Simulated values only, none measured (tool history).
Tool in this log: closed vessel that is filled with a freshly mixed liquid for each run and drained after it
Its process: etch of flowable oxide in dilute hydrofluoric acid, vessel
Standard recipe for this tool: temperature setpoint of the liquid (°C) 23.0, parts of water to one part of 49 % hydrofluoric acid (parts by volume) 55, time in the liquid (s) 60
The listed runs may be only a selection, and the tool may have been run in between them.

| run | hour | temperature setpoint of the liquid (°C) | parts of water to one part of 49 % hydrofluoric acid (parts by volume) | time in the liquid (s) | wafers since the last listed run | hours since the thermometer was replaced | hours since the hydrofluoric acid flow meter was replaced | hours since the gauge calibration | read-back film thickness of the flowable oxide reference wafer, read on the same gauge (nm) | thickness taken off the flowable oxide on a monitor wafer (Å) |
|---|---|---|---|---|---|---|---|---|---|---|
| 1 | 0.0 | 23.0 | 55 | 60 | 0 | 1023.1 | 2045.6 | 479.2 | 140.03 | 382.6 |
| 2 | 10.4 | 23.0 | 55 | 35 | 1447 | 1033.5 | 2056.0 | 489.6 | 140.00 | 220.7 |
| 3 | 17.1 | 23.0 | 55 | 35 | 932 | 1040.2 | 2062.7 | 496.3 | 140.00 | 222.2 |
| 4 | 25.5 | 23.0 | 55 | 40 | 1169 | 1048.6 | 2071.1 | 504.7 | 139.99 | 255.7 |
| 5 | 32.6 | 23.0 | 55 | 40 | 988 | 1055.7 | 2078.2 | 511.8 | 140.01 | 256.8 |
| 6 | 45.9 | 23.0 | 55 | 40 | 1851 | 1069.0 | 2091.5 | 525.1 | 139.96 | 255.4 |
| 7 | 56.5 | 23.0 | 55 | 70 | 1475 | 1079.6 | 2102.1 | 535.7 | 140.02 | 448.5 |
| 8 | 72.7 | 23.0 | 55 | 70 | 2255 | 1095.8 | 2118.3 | 551.9 | 140.03 | 442.8 |
|  | 80.1 | hydrofluoric acid flow meter replaced |
| 9 | 90.4 | 23.0 | 55 | 70 | 2325 | 1113.5 | 10.3 | 569.6 | 139.98 | 478.2 |
| 10 | 103.3 | 23.0 | 55 | 60 | 1796 | 1126.4 | 23.2 | 582.5 | 140.00 | 407.4 |
| 11 | 120.5 | 23.0 | 55 | 60 | 2394 | 1143.6 | 40.4 | 599.7 | 139.99 | 410.7 |
| 12 | 131.0 | 25.0 | 40 | 35 | 1461 | 1154.1 | 50.9 | 610.2 | 140.01 | 362.2 |
| 13 | 139.4 | 23.0 | 75 | 85 | 1169 | 1162.5 | 59.3 | 618.6 | 139.98 | 413.9 |
| 14 | 153.0 | 23.0 | 55 | 60 | 1893 | 1176.1 | 72.9 | 632.2 | 140.00 | 405.2 |
| 15 | 170.6 | 23.0 | 55 | 90 | 2450 | 1193.7 | 90.5 | 649.8 | 139.98 | 612.9 |
| 16 | 185.8 | 21.5 | 55 | 60 | 2116 | 1208.9 | 105.7 | 665.0 | 140.01 | 379.4 |
|  | 192.1 | gauge calibrated |
| 17 | 192.3 | 24.5 | 45 | 60 | 904 | 1215.4 | 112.2 | 0.2 | 140.02 | 536.7 |
| 18 | 203.7 | 25.0 | 75 | 95 | 1587 | 1226.8 | 123.6 | 11.6 | 140.02 | 499.8 |
| 19 | 220.7 | 24.5 | 35 | 60 | 2366 | 1243.8 | 140.6 | 28.6 | 140.04 | 697.8 |
| 20 | 228.6 | 18.0 | 85 | 40 | 1099 | 1251.7 | 148.5 | 36.5 | 139.99 | 136.9 |
|  | 236.5 | thermometer replaced |
| 21 | 242.8 | 20.0 | 45 | 60 | 1837 | 6.3 | 162.7 | 50.7 | 139.99 | 442.0 |
| 22 | 249.3 | 20.0 | 65 | 30 | 904 | 12.8 | 169.2 | 57.2 | 139.99 | 150.1 |
| 23 | 255.7 | 23.0 | 55 | 60 | 891 | 19.2 | 175.6 | 63.6 | 140.00 | 408.5 |
| 24 | 268.3 | 20.5 | 45 | 60 | 1754 | 31.8 | 188.2 | 76.2 | 140.01 | 453.3 |
| 25 | 312.2 | 23.0 | 55 | 60 | 6111 | 75.7 | 232.1 | 120.1 | 140.05 | 403.4 |
| 26 | 328.9 | 23.0 | 35 | 90 | 2325 | 92.4 | 248.8 | 136.8 | 140.00 | 982.3 |

Forecast run 27:
| 27 | 346.3 | 26.0 | 55 | 60 | 2422 | 109.8 | 266.2 | 154.2 | ? | ? |

read-back film thickness of the flowable oxide reference wafer, read on the same gauge (nm): 140.02
thickness taken off the flowable oxide on a monitor wafer (Å): 456.6
Take away the tool's hidden state, keep the run-to-run variation as it was, and the same run would have given thickness taken off the flowable oxide on a monitor wafer (Å) 462.4.
